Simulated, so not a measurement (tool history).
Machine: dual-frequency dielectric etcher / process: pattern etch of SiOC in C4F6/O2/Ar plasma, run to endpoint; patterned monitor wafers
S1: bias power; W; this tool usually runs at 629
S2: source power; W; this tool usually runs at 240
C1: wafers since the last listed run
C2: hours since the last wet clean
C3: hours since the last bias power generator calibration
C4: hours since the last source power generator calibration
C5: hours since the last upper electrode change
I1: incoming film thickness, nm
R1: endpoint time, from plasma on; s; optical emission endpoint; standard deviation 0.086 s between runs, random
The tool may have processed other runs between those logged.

{"run": 1, "hour": 0.0, "S1": 629, "S2": 240, "C1": 0, "C2": 238.2, "C3": 4338.0, "C4": 4431.7, "C5": 2761.9, "I1": 42.36, "R1": 15.8}
{"run": 2, "hour": 8.6, "S1": 629, "S2": 240, "C1": 123, "C2": 246.8, "C3": 4346.6, "C4": 4440.3, "C5": 2770.5, "I1": 42.79, "R1": 15.7}
{"run": 3, "hour": 16.3, "S1": 629, "S2": 240, "C1": 110, "C2": 254.5, "C3": 4354.3, "C4": 4448.0, "C5": 2778.2, "I1": 42.68, "R1": 15.8}
{"run": 4, "hour": 29.7, "S1": 629, "S2": 240, "C1": 192, "C2": 267.9, "C3": 4367.7, "C4": 4461.4, "C5": 2791.6, "I1": 43.01, "R1": 15.8}
{"run": 5, "hour": 43.0, "S1": 629, "S2": 240, "C1": 191, "C2": 281.2, "C3": 4381.0, "C4": 4474.7, "C5": 2804.9, "I1": 42.8, "R1": 15.7}
{"run": 6, "hour": 52.1, "S1": 629, "S2": 240, "C1": 131, "C2": 290.3, "C3": 4390.1, "C4": 4483.8, "C5": 2814.0, "I1": 42.89, "R1": 15.7}
{"hour": 89.2, "done": "wet clean of the chamber"}
{"hour": 94.0, "done": "source power generator calibrated"}
{"run": 7, "hour": 105.9, "S1": 629, "S2": 240, "C1": 371, "C2": 16.7, "C3": 4443.9, "C4": 11.9, "C5": 2867.8, "I1": 42.96, "R1": 16.5}
{"run": 8, "hour": 122.1, "S1": 629, "S2": 240, "C1": 233, "C2": 32.9, "C3": 4460.1, "C4": 28.1, "C5": 2884.0, "I1": 43.02, "R1": 16.3}
{"run": 9, "hour": 132.4, "S1": 629, "S2": 240, "C1": 148, "C2": 43.2, "C3": 4470.4, "C4": 38.4, "C5": 2894.3, "I1": 42.66, "R1": 16.2}
{"hour": 147.3, "done": "bias power generator calibrated"}
{"run": 10, "hour": 147.8, "S1": 629, "S2": 240, "C1": 164, "C2": 58.6, "C3": 0.5, "C4": 53.8, "C5": 2909.7, "I1": 42.85, "R1": 16.2}
{"run": 11, "hour": 152.6, "S1": 533, "S2": 200, "C1": 69, "C2": 63.4, "C3": 5.3, "C4": 58.6, "C5": 2914.5, "I1": 42.96, "R1": 17.8}
{"run": 12, "hour": 169.7, "S1": 783, "S2": 280, "C1": 246, "C2": 80.5, "C3": 22.4, "C4": 75.7, "C5": 2931.6, "I1": 42.53, "R1": 14.4}
{"run": 13, "hour": 177.0, "S1": 629, "S2": 210, "C1": 105, "C2": 87.8, "C3": 29.7, "C4": 83.0, "C5": 2938.9, "I1": 42.6, "R1": 16.4}
{"hour": 201.4, "done": "upper electrode replaced"}
{"run": 14, "hour": 230.6, "S1": 629, "S2": 240, "C1": 426, "C2": 141.4, "C3": 83.3, "C4": 136.6, "C5": 29.2, "I1": 42.68, "R1": 15.9}
{"run": 15, "hour": 241.4, "S1": 538, "S2": 190, "C1": 155, "C2": 152.2, "C3": 94.1, "C4": 147.4, "C5": 40.0, "I1": 42.74, "R1": 17.8}
{"run": 16, "hour": 248.2, "S1": 530, "S2": 290, "C1": 97, "C2": 159.0, "C3": 100.9, "C4": 154.2, "C5": 46.8, "I1": 43.33, "R1": 16.2}
{"run": 17, "hour": 263.1, "S1": 705, "S2": 200, "C1": 214, "C2": 173.9, "C3": 115.8, "C4": 169.1, "C5": 61.7, "I1": 43.03, "R1": 16.1}
{"run": 18, "hour": 269.4, "S1": 786, "S2": 180, "C1": 90, "C2": 180.2, "C3": 122.1, "C4": 175.4, "C5": 68.0, "I1": 43.13, "R1": 15.9}

Branching from run 18: 4 alternative next runs. What would each branch give?
{"run": "A", "hour": 269.8, "S1": 629, "S2": 240, "C1": 5, "C2": 180.6, "C3": 122.5, "C4": 175.8, "C5": 68.4, "I1": 42.59, "R1": "?"}
{"run": "B", "hour": 269.8, "S1": 494, "S2": 270, "C1": 5, "C2": 180.6, "C3": 122.5, "C4": 175.8, "C5": 68.4, "I1": 42.59, "R1": "?"}
{"run": "C", "hour": 269.8, "S1": 548, "S2": 270, "C1": 5, "C2": 180.6, "C3": 122.5, "C4": 175.8, "C5": 68.4, "I1": 42.59, "R1": "?"}
{"run": "D", "hour": 269.8, "S1": 764, "S2": 200, "C1": 5, "C2": 180.6, "C3": 122.5, "C4": 175.8, "C5": 68.4, "I1": 42.59, "R1": "?"}

run=A R1=15.9
run=B R1=16.6
run=C R1=16.1
run=D R1=15.6
Stripped of hidden state, with their random variation kept, the same runs would have yielded:
run=A R1=16.4
run=B R1=17.1
run=C R1=16.6
run=D R1=16.0
